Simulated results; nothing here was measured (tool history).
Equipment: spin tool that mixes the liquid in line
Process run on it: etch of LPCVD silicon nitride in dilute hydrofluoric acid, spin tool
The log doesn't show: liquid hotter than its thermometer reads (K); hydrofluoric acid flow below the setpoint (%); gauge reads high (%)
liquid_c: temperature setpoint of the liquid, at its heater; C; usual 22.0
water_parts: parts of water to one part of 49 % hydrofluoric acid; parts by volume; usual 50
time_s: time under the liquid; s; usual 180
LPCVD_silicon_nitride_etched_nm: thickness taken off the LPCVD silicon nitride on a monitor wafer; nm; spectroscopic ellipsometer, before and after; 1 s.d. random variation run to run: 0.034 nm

run,hour,liquid_c,water_parts,time_s,wafers since the last listed run,hours since the thermometer was replaced,hours since the hydrofluoric acid flow meter was replaced,hours since the gauge calibration,"read-back film thickness of the LPCVD silicon nitride reference wafer, read on the same gauge (nm)",LPCVD_silicon_nitride_etched_nm
1,0.0,22.0,50,180,0,203.8,643.1,453.7,90.017,1.629
2,70.1,22.0,50,180,324,273.9,713.2,523.8,89.991,1.558
3,121.9,22.0,50,180,239,325.7,765.0,575.6,89.991,1.624
4,179.9,22.0,50,180,268,383.7,823.0,633.6,89.998,1.615
5,234.5,22.0,50,180,252,438.3,877.6,688.2,90.010,1.624
6,288.0,22.0,50,180,247,491.8,931.1,741.7,89.997,1.603
7,329.0,22.0,50,180,189,532.8,972.1,782.7,90.002,1.585
8,378.3,22.0,50,180,228,582.1,1021.4,832.0,89.997,1.632
9,405.6,22.0,50,180,126,609.4,1048.7,859.3,89.998,1.535
10,432.4,22.0,50,180,124,636.2,1075.5,886.1,89.999,1.556
11,492.7,22.0,50,180,279,696.5,1135.8,946.4,90.009,1.580
# hour 493.9: gauge calibrated
12,537.4,19.0,60,135,206,741.2,1180.5,43.5,90.012,0.797
# hour 598.1: thermometer replaced
13,615.2,26.0,50,180,355,17.1,1258.3,121.3,89.982,1.959
14,685.4,22.0,50,180,324,87.3,1328.5,191.5,89.994,1.516
15,731.1,26.5,40,130,211,133.0,1374.2,237.2,90.008,1.914
16,799.6,18.5,40,150,316,201.5,1442.7,305.7,89.985,1.238
# hour 836.5: hydrofluoric acid flow meter replaced
17,840.5,22.0,35,180,184,242.4,4.0,346.6,90.006,2.447
18,907.8,22.0,50,80,311,309.7,71.3,413.9,89.995,0.765
19,943.2,26.5,50,180,163,345.1,106.7,449.3,89.989,2.375
20,986.4,18.0,50,180,199,388.3,149.9,492.5,89.998,1.282
21,1036.4,22.0,70,180,231,438.3,199.9,542.5,90.016,1.203
22,1103.2,22.0,50,180,309,505.1,266.7,609.3,89.994,1.708
23,1151.6,23.5,65,130,223,553.5,315.1,657.7,89.981,1.057

Give the tool's hidden conditions for every run:
liquid hotter than its thermometer reads (K): 0 at every run
gauge reads high (%): 0 at every run
H1: hydrofluoric acid flow below the setpoint (%)
run,H1
1,6.1
2,6.74
3,7.22
4,7.75
5,8.25
6,8.74
7,9.12
8,9.57
9,9.83
10,10.1
11,10.6
12,11
13,11.8
14,12.4
15,12.8
16,13.4
17,0.297
18,0.916
19,1.24
20,1.64
21,2.1
22,2.71
23,3.16
